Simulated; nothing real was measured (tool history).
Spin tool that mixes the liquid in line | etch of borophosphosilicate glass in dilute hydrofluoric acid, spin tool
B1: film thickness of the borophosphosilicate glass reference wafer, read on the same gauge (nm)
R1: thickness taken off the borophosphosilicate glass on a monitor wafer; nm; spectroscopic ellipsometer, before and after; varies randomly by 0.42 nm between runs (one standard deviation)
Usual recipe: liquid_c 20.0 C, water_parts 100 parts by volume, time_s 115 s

run 1 hour=0.0 | liquid_c=20.0 water_parts=100 time_s=115 | B1=70.00 | R1=42.02
run 2 hour=32.3 | liquid_c=20.0 water_parts=100 time_s=70 | B1=69.99 | R1=25.98
run 3 hour=69.5 | liquid_c=20.0 water_parts=100 time_s=70 | B1=70.00 | R1=24.92
run 4 hour=129.5 | liquid_c=20.0 water_parts=100 time_s=70 | B1=69.99 | R1=25.42
run 5 hour=180.2 | liquid_c=20.0 water_parts=100 time_s=115 | B1=70.02 | R1=41.16
run 6 hour=243.2 | liquid_c=20.0 water_parts=100 time_s=115 | B1=70.00 | R1=41.21
run 7 hour=299.6 | liquid_c=20.0 water_parts=100 time_s=115 | B1=70.00 | R1=40.37
run 8 hour=324.6 | liquid_c=20.0 water_parts=100 time_s=115 | B1=70.00 | R1=40.59
-- hour=343.9 gauge calibrated
run 9 hour=370.4 | liquid_c=17.5 water_parts=100 time_s=185 | B1=69.99 | R1=58.50
run 10 hour=418.6 | liquid_c=24.5 water_parts=75 time_s=75 | B1=70.00 | R1=43.06
run 11 hour=486.5 | liquid_c=23.5 water_parts=115 time_s=50 | B1=70.02 | R1=17.10
-- hour=537.3 hydrofluoric acid flow meter replaced
-- hour=539.5 thermometer replaced
run 12 hour=540.0 | liquid_c=21.5 water_parts=75 time_s=175 | B1=70.01 | R1=97.15
run 13 hour=605.6 | liquid_c=20.0 water_parts=80 time_s=115 | B1=70.01 | R1=55.49
run 14 hour=646.6 | liquid_c=20.0 water_parts=100 time_s=115 | B1=69.99 | R1=43.20
run 15 hour=717.7 | liquid_c=20.0 water_parts=135 time_s=95 | B1=70.01 | R1=25.04
run 16 hour=761.6 | liquid_c=20.0 water_parts=100 time_s=115 | B1=70.03 | R1=43.19

Below are 4 alternative next runs, each starting from the tool's condition after run 16. Predict each:
run A hour=762.0 | liquid_c=20.0 water_parts=100 time_s=115 | B1=? | R1=?
run B hour=762.0 | liquid_c=24.0 water_parts=50 time_s=115 | B1=? | R1=?
run C hour=762.0 | liquid_c=23.0 water_parts=100 time_s=115 | B1=? | R1=?
run D hour=762.0 | liquid_c=20.0 water_parts=100 time_s=90 | B1=? | R1=?

run=A B1=70.00 R1=43.53
run=B B1=70.00 R1=109.24
run=C B1=70.00 R1=49.14
run=D B1=70.00 R1=34.07
Stripped of hidden state, with their random variation kept, the same runs would have yielded:
run=A R1=45.26
run=B R1=113.40
run=C R1=51.12
run=D R1=35.42
